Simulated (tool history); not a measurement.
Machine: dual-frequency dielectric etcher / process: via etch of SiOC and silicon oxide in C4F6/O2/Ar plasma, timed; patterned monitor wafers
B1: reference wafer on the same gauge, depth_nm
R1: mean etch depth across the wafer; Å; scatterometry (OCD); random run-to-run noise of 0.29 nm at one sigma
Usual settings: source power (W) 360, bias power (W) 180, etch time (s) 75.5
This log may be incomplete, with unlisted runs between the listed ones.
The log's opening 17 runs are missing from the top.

{"run": 18, "day": 54.575, "source power (W)": 300, "bias power (W)": 209, "etch time (s)": 53.5, "B1": 73.5, "R1": 615}
{"day": 57.808, "done": "gauge calibrated"}
{"run": 19, "day": 57.954, "source power (W)": 360, "bias power (W)": 180, "etch time (s)": 75.5, "B1": 73.6, "R1": 879}
{"run": 20, "day": 62.417, "source power (W)": 360, "bias power (W)": 180, "etch time (s)": 75.5, "B1": 73.5, "R1": 879}
{"run": 21, "day": 65.025, "source power (W)": 430, "bias power (W)": 157, "etch time (s)": 91.5, "B1": 73.5, "R1": 1089}
{"run": 22, "day": 69.512, "source power (W)": 400, "bias power (W)": 215, "etch time (s)": 98, "B1": 73.5, "R1": 1251}
{"run": 23, "day": 72.55, "source power (W)": 360, "bias power (W)": 180, "etch time (s)": 75.5, "B1": 73.5, "R1": 888}
{"day": 75.7, "done": "wet clean of the chamber"}
{"run": 24, "day": 76.0, "source power (W)": 360, "bias power (W)": 141, "etch time (s)": 75.5, "B1": 73.5, "R1": 824}
{"run": 25, "day": 78.792, "source power (W)": 380, "bias power (W)": 146, "etch time (s)": 84.5, "B1": 73.5, "R1": 948}
{"run": 26, "day": 81.162, "source power (W)": 310, "bias power (W)": 221, "etch time (s)": 75.5, "B1": 73.5, "R1": 900}
{"run": 27, "day": 82.675, "source power (W)": 320, "bias power (W)": 180, "etch time (s)": 95.5, "B1": 73.5, "R1": 1075}
{"run": 28, "day": 86.267, "source power (W)": 360, "bias power (W)": 180, "etch time (s)": 86, "B1": 73.6, "R1": 1016}
{"run": 29, "day": 88.438, "source power (W)": 360, "bias power (W)": 180, "etch time (s)": 75.5, "B1": 73.6, "R1": 884}
{"run": 30, "day": 90.933, "source power (W)": 390, "bias power (W)": 180, "etch time (s)": 61.5, "B1": 73.4, "R1": 748}

3 options for the next run, each taken on its own from the tool as it stands now. Forecast them:
{"run": "A", "day": 90.95, "source power (W)": 360, "bias power (W)": 180, "etch time (s)": 75.5, "B1": "?", "R1": "?"}
{"run": "B", "day": 90.95, "source power (W)": 360, "bias power (W)": 192, "etch time (s)": 66.5, "B1": "?", "R1": "?"}
{"run": "C", "day": 90.95, "source power (W)": 290, "bias power (W)": 158, "etch time (s)": 54.5, "B1": "?", "R1": "?"}

run=A B1=73.5 R1=886
run=B B1=73.5 R1=796
run=C B1=73.5 R1=572
Without the tool's unlogged condition, the same runs would have read:
run=A R1=871
run=B R1=783
run=C R1=562
